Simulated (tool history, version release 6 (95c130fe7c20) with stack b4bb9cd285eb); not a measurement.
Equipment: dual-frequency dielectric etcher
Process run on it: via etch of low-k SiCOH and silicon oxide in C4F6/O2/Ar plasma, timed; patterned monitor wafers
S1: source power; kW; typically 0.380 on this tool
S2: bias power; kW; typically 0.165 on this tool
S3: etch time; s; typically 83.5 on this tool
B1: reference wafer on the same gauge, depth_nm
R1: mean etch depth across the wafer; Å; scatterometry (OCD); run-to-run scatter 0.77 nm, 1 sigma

Run 1, hour 0.0: usual settings but S1 0.310 kW, S2 0.185 kW; B1 186.1. Result: R1 2087 Å.
Run 2, hour 29.5: usual settings; B1 185.8. Result: R1 2152 Å.
Run 3, hour 56.4: usual settings; B1 186.0. Result: R1 2155 Å.
Run 4, hour 73.6: usual settings; B1 185.8. Result: R1 2150 Å.
Run 5, hour 155.5: usual settings but S1 0.330 kW; B1 186.0. Result: R1 2083 Å.
Run 6, hour 173.2: usual settings but S1 0.330 kW; B1 186.1. Result: R1 2069 Å.
At hour 178.9: bias power generator calibrated.
Run 7, hour 195.5: usual settings; B1 185.7. Result: R1 2149 Å.
At hour 231.4: wet clean of the chamber.
Run 8, hour 231.9: usual settings; B1 185.9. Result: R1 2242 Å.
Run 9, hour 245.1: usual settings; B1 186.0. Result: R1 2258 Å.
Run 10, hour 267.7: usual settings; B1 186.0. Result: R1 2248 Å.
At hour 299.0: wet clean of the chamber, repeated, since the last time left the tool worse.
At hour 303.3: source power generator calibrated.
Run 11, hour 303.8: usual settings; B1 185.9. Result: R1 2106 Å.
At hour 306.9: gauge calibrated.
Run 12, hour 326.2: usual settings but S3 74.0 s; B1 186.1. Result: R1 1868 Å.
Run 13, hour 341.8: usual settings but S1 0.310 kW, S2 0.141 kW, S3 95.0 s; B1 186.1. Result: R1 2155 Å.
Run 14, hour 357.2: usual settings; B1 185.9. Result: R1 2111 Å.
At hour 387.7: upper electrode replaced.
Run 15, hour 388.2: usual settings; B1 186.1. Result: R1 2109 Å.
Run 16, hour 402.0: usual settings but S2 0.190 kW, S3 76.0 s; B1 186.1. Result: R1 1981 Å.
Run 17, hour 414.1: usual settings but S3 71.0 s; B1 186.0. Result: R1 1799 Å.
Run 18, hour 446.9: usual settings but S1 0.420 kW, S2 0.192 kW; B1 186.0. Result: R1 2264 Å.
Run 19, hour 476.5: usual settings but S2 0.187 kW, S3 95.0 s; B1 185.9. Result: R1 2480 Å.
Run 20, hour 510.1: usual settings but S1 0.430 kW, S2 0.152 kW, S3 91.0 s; B1 185.9. Result: R1 2364 Å.

Had the tool no unlogged condition, and each run kept its random variation, what would the results have been?
Hidden state at play: etch rate over this chamber's usual, %; source power that arrives over what is set, %; bias power that arrives over what is set, %; gauge reads high (%).
run    R1
  1  2052
  2  2113
  3  2112
  4  2104
  5  2028
  6  2012
  7  2087
  8  2106
  9  2120
 10  2107
 11  2114
 12  1872
 13  2157
 14  2111
 15  2105
 16  1975
 17  1792
 18  2250
 19  2460
 20  2341
